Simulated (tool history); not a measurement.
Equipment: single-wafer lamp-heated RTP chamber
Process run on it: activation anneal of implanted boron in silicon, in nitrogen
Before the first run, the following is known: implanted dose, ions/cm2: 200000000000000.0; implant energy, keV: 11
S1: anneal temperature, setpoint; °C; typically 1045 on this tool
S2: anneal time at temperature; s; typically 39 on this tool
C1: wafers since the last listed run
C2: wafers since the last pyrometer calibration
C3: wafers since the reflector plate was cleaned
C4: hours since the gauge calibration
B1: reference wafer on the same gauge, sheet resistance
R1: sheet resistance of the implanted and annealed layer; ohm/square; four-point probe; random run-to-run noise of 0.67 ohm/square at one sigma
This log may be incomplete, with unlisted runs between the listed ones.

run 1 hour=0 | S1=1045 S2=39 | C1=0 C2=2476 C3=8358 C4=467.8 | B1=530.63 | R1=443.73
run 2 hour=10.5 | S1=1045 S2=39 | C1=147 C2=2624 C3=8506 C4=478.3 | B1=530.72 | R1=443.2
run 3 hour=23.5 | S1=1045 S2=39 | C1=183 C2=2807 C3=8689 C4=491.3 | B1=530.71 | R1=443.85
run 4 hour=36.3 | S1=1045 S2=39 | C1=180 C2=2987 C3=8869 C4=504.1 | B1=530.54 | R1=443.56
run 5 hour=71.2 | S1=1045 S2=39 | C1=491 C2=3478 C3=9361 C4=539 | B1=529.86 | R1=444.46
run 6 hour=86.9 | S1=1045 S2=39 | C1=221 C2=3699 C3=9582 C4=554.7 | B1=529.67 | R1=444.11
run 7 hour=95 | S1=1045 S2=39 | C1=114 C2=3813 C3=9696 C4=562.8 | B1=529.81 | R1=442.58
run 8 hour=109.9 | S1=1045 S2=39 | C1=209 C2=4023 C3=9906 C4=577.7 | B1=529.8 | R1=443.89
run 9 hour=123.1 | S1=1045 S2=39 | C1=185 C2=4209 C3=10091 C4=590.9 | B1=529.41 | R1=444.53
-- hour=123.7 gauge calibrated
run 10 hour=137.7 | S1=1045 S2=33 | C1=205 C2=4414 C3=10297 C4=14 | B1=533.04 | R1=447.39
run 11 hour=152.4 | S1=1045 S2=33 | C1=206 C2=4621 C3=10504 C4=28.7 | B1=533.28 | R1=447.78
run 12 hour=164.4 | S1=1045 S2=39 | C1=168 C2=4790 C3=10673 C4=40.7 | B1=533.22 | R1=447.27
run 13 hour=179.4 | S1=1045 S2=39 | C1=211 C2=5001 C3=10884 C4=55.7 | B1=533.31 | R1=444.94
run 14 hour=191.2 | S1=1030 S2=56 | C1=166 C2=5167 C3=11050 C4=67.5 | B1=533.32 | R1=447.02
run 15 hour=197.3 | S1=1017 S2=39 | C1=85 C2=5253 C3=11136 C4=73.6 | B1=533.5 | R1=449.44
-- hour=210.7 pyrometer window cleaned and pyrometer calibrated
run 16 hour=211.2 | S1=1035 S2=54 | C1=83 C2=6 C3=11219 C4=87.5 | B1=533.34 | R1=446.08
run 17 hour=216.6 | S1=1018 S2=33 | C1=76 C2=82 C3=11295 C4=92.9 | B1=533.09 | R1=449.36
run 18 hour=234.1 | S1=1054 S2=29 | C1=246 C2=329 C3=11541 C4=110.4 | B1=533.13 | R1=446.91
run 19 hour=249.3 | S1=1045 S2=39 | C1=213 C2=543 C3=11755 C4=125.6 | B1=533.09 | R1=445.76
run 20 hour=261.8 | S1=1024 S2=52 | C1=175 C2=718 C3=11931 C4=138.1 | B1=532.92 | R1=446.34
run 21 hour=276.6 | S1=1045 S2=39 | C1=208 C2=927 C3=12140 C4=152.9 | B1=532.8 | R1=447.08
run 22 hour=289 | S1=1070 S2=31 | C1=174 C2=1101 C3=12314 C4=165.3 | B1=533.29 | R1=446.09
run 23 hour=302.6 | S1=1026 S2=27 | C1=191 C2=1293 C3=12506 C4=178.9 | B1=532.91 | R1=449.64
run 24 hour=309.3 | S1=1045 S2=29 | C1=94 C2=1387 C3=12600 C4=185.6 | B1=533 | R1=447.38
run 25 hour=324.5 | S1=1067 S2=59 | C1=213 C2=1601 C3=12814 C4=200.8 | B1=532.65 | R1=440.28
-- hour=343.6 reflector plate cleaned
run 26 hour=344.1 | S1=1045 S2=20 | C1=163 C2=1764 C3=7 C4=220.4 | B1=532.72 | R1=448.92
run 27 hour=358.6 | S1=1020 S2=52 | C1=204 C2=1969 C3=211 C4=234.9 | B1=532.24 | R1=447.32
run 28 hour=371.4 | S1=1022 S2=55 | C1=180 C2=2149 C3=391 C4=247.7 | B1=532.35 | R1=447.19
run 29 hour=378.6 | S1=1062 S2=22 | C1=101 C2=2250 C3=492 C4=254.9 | B1=532.37 | R1=447.84
run 30 hour=390.6 | S1=1070 S2=39 | C1=168 C2=2419 C3=661 C4=266.9 | B1=532.34 | R1=444.08
run 31 hour=401.9 | S1=1028 S2=27 | C1=159 C2=2578 C3=820 C4=278.2 | B1=532.5 | R1=448.4
run 32 hour=437.8 | S1=1045 S2=39 | C1=505 C2=3084 C3=1326 C4=314.1 | B1=532.26 | R1=445.72
run 33 hour=453.2 | S1=1029 S2=47 | C1=216 C2=3300 C3=1543 C4=329.5 | B1=532.12 | R1=446.88
run 34 hour=466.7 | S1=1020 S2=22 | C1=190 C2=3490 C3=1733 C4=343 | B1=532.07 | R1=450.8
run 35 hour=479.3 | S1=1045 S2=39 | C1=177 C2=3668 C3=1910 C4=355.6 | B1=531.73 | R1=445.1
run 36 hour=488.7 | S1=1045 S2=39 | C1=132 C2=3800 C3=2042 C4=365 | B1=531.54 | R1=445.47

Consider 5 possible next runs. They are alternatives, not a sequence: every one starts from the tool as it was left by run 36. What does each give?
run A hour=489.1 | S1=1045 S2=39 | C1=5 C2=3806 C3=2048 C4=365.4 | B1=? | R1=?
run B hour=489.1 | S1=1031 S2=30 | C1=5 C2=3806 C3=2048 C4=365.4 | B1=? | R1=?
run C hour=489.1 | S1=1071 S2=53 | C1=5 C2=3806 C3=2048 C4=365.4 | B1=? | R1=?
run D hour=489.1 | S1=1025 S2=56 | C1=5 C2=3806 C3=2048 C4=365.4 | B1=? | R1=?
run E hour=489.1 | S1=1074 S2=39 | C1=5 C2=3806 C3=2048 C4=365.4 | B1=? | R1=?

run=A B1=531.6 R1=445.23
run=B B1=531.6 R1=447.75
run=C B1=531.6 R1=440.11
run=D B1=531.6 R1=445.36
run=E B1=531.6 R1=442.37
Without the tool's unlogged condition, the same runs would have read:
run=A R1=446.27
run=B R1=448.8
run=C R1=441.14
run=D R1=446.4
run=E R1=443.41
